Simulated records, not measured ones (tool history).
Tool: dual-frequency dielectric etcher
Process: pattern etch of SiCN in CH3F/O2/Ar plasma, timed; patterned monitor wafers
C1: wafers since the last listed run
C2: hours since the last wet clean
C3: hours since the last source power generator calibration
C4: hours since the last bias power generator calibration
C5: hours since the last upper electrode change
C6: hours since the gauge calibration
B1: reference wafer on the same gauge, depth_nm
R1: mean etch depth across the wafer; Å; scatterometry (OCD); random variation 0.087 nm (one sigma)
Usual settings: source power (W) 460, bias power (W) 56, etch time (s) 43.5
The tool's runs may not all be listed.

run 1 hour=0 | source_power_(W)=460 bias_power_(W)=60 etch_time_(s)=43.5 | C1=0 C2=258 C3=1911.3 C4=5024.7 C5=5090.7 C6=41.4 | B1=17.2 | R1=156.8
run 2 hour=10.8 | source_power_(W)=520 bias_power_(W)=56 etch_time_(s)=43.5 | C1=142 C2=268.8 C3=1922.1 C4=5035.5 C5=5101.5 C6=52.2 | B1=17.17 | R1=161
run 3 hour=49.3 | source_power_(W)=520 bias_power_(W)=56 etch_time_(s)=43.5 | C1=509 C2=307.3 C3=1960.6 C4=5074 C5=5140 C6=90.7 | B1=17.21 | R1=159.9
run 4 hour=61.3 | source_power_(W)=520 bias_power_(W)=56 etch_time_(s)=43.5 | C1=158 C2=319.3 C3=1972.6 C4=5086 C5=5152 C6=102.7 | B1=17.21 | R1=160.7
-- hour=69.7 source power generator calibrated
run 5 hour=71.2 | source_power_(W)=460 bias_power_(W)=53 etch_time_(s)=43.5 | C1=78 C2=329.2 C3=1.5 C4=5095.9 C5=5161.9 C6=112.6 | B1=17.19 | R1=151
-- hour=98.3 gauge calibrated
-- hour=98.6 bias power generator calibrated
-- hour=111.6 upper electrode replaced, of another model than before
-- hour=121.3 wet clean of the chamber
run 6 hour=121.8 | source_power_(W)=460 bias_power_(W)=53 etch_time_(s)=43.5 | C1=315 C2=0.5 C3=52.1 C4=23.2 C5=10.2 C6=23.5 | B1=17.16 | R1=145.1
run 7 hour=122.1 | source_power_(W)=460 bias_power_(W)=53 etch_time_(s)=43.5 | C1=3 C2=0.8 C3=52.4 C4=23.5 C5=10.5 C6=23.8 | B1=17.22 | R1=145.6
run 8 hour=122.5 | source_power_(W)=460 bias_power_(W)=56 etch_time_(s)=43.5 | C1=5 C2=1.2 C3=52.8 C4=23.9 C5=10.9 C6=24.2 | B1=17.22 | R1=148.3
run 9 hour=130.9 | source_power_(W)=540 bias_power_(W)=68 etch_time_(s)=37 | C1=111 C2=9.6 C3=61.2 C4=32.3 C5=19.3 C6=32.6 | B1=17.21 | R1=136.6
run 10 hour=142.4 | source_power_(W)=560 bias_power_(W)=45 etch_time_(s)=35.5 | C1=152 C2=21.1 C3=72.7 C4=43.8 C5=30.8 C6=44.1 | B1=17.2 | R1=122.5
run 11 hour=149.6 | source_power_(W)=460 bias_power_(W)=66 etch_time_(s)=35.5 | C1=95 C2=28.3 C3=79.9 C4=51 C5=38 C6=51.3 | B1=17.18 | R1=124.9
run 12 hour=176.9 | source_power_(W)=460 bias_power_(W)=56 etch_time_(s)=43.5 | C1=361 C2=55.6 C3=107.2 C4=78.3 C5=65.3 C6=78.6 | B1=17.19 | R1=149.2
run 13 hour=186.6 | source_power_(W)=460 bias_power_(W)=66 etch_time_(s)=35.5 | C1=128 C2=65.3 C3=116.9 C4=88 C5=75 C6=88.3 | B1=17.21 | R1=125.2
run 14 hour=204 | source_power_(W)=400 bias_power_(W)=56 etch_time_(s)=43.5 | C1=230 C2=82.7 C3=134.3 C4=105.4 C5=92.4 C6=105.7 | B1=17.19 | R1=142.2
run 15 hour=210.3 | source_power_(W)=500 bias_power_(W)=42 etch_time_(s)=33.5 | C1=83 C2=89 C3=140.6 C4=111.7 C5=98.7 C6=112 | B1=17.2 | R1=111.4
run 16 hour=221.3 | source_power_(W)=510 bias_power_(W)=63 etch_time_(s)=38.5 | C1=145 C2=100 C3=151.6 C4=122.7 C5=109.7 C6=123 | B1=17.17 | R1=139.8

The same runs without the tool's hidden state, with the same run-to-run variation:
The hidden state here: etch rate over this chamber's usual, %; source power that arrives over what is set, %; bias power that arrives over what is set, %; gauge reads high (%).
run=1 R1=152.6
run=2 R1=156.4
run=3 R1=154.6
run=4 R1=155.2
run=5 R1=145.7
run=6 R1=145
run=7 R1=145.5
run=8 R1=148.2
run=9 R1=136.3
run=10 R1=122
run=11 R1=124.4
run=12 R1=148
run=13 R1=124
run=14 R1=140.7
run=15 R1=110.1
run=16 R1=138

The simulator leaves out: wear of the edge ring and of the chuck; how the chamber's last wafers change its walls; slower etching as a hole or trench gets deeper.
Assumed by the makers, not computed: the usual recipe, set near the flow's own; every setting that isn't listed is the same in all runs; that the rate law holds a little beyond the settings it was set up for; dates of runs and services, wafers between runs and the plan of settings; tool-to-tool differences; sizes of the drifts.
